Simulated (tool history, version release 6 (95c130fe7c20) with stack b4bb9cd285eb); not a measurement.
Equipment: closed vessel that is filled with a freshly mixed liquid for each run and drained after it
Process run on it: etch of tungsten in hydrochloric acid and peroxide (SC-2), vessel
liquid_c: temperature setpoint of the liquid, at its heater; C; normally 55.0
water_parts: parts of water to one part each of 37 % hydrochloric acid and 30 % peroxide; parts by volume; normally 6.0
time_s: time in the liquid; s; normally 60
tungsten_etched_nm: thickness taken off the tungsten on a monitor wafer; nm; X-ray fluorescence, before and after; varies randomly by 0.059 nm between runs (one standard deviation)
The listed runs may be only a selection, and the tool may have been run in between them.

run	hour	liquid_c	water_parts	time_s	wafers since the last listed run	hours since the thermometer was replaced	hours since the chemicals flow meter was replaced	hours since the drum of peroxide was connected	hours since the gauge calibration	read-back film thickness of the tungsten reference wafer, read on the same gauge (nm)	tungsten_etched_nm
1	0.0	48.5	6.0	60	0	2015.1	435.2	136.0	93.2	80.02	9.49
2	67.6	55.0	6.0	60	5017	2082.7	502.8	203.6	160.8	79.98	14.53
3	167.4	52.0	6.0	60	7407	2182.5	602.6	303.4	260.6	79.99	12.02
4	272.7	55.0	6.0	60	7815	2287.8	707.9	408.7	365.9	79.99	14.71
# hour 286.6: new drum of peroxide connected
5	342.1	55.0	6.0	60	5076	2357.2	777.3	55.5	435.3	79.97	14.77
6	404.5	55.0	6.0	60	4631	2419.6	839.7	117.9	497.7	79.98	14.78
# hour 479.9: chemicals flow meter replaced
7	505.1	55.0	6.0	60	7392	2520.2	25.2	218.5	598.3	80.03	15.56
8	583.7	55.0	7.0	60	5833	2598.8	103.8	297.1	676.9	80.00	13.88
# hour 678.4: new drum of peroxide connected
# hour 680.0: chemicals flow meter replaced, repeated, since the last time left the tool worse
# hour 683.5: thermometer replaced
9	687.7	55.0	6.0	60	7496	4.2	7.7	9.3	780.9	80.01	14.10
10	777.8	65.0	9.0	70	6687	94.3	97.8	99.4	871.0	79.98	22.64
# hour 777.9: gauge calibrated
11	818.0	60.5	6.0	35	2983	134.5	138.0	139.6	40.1	79.99	11.76
12	890.8	55.0	9.0	80	5403	207.3	210.8	212.4	112.9	79.99	13.86
13	929.9	51.5	7.5	30	2902	246.4	249.9	251.5	152.0	80.05	4.78

Predict the results of run 14:
14	1019.4	55.0	6.0	75	6643	335.9	339.4	341.0	241.5	?	?

read-back film thickness of the tungsten reference wafer, read on the same gauge (nm): 80.00
tungsten_etched_nm: 17.95 nm
With no hidden state in the tool, this same run would have given tungsten_etched_nm 17.51 nm.
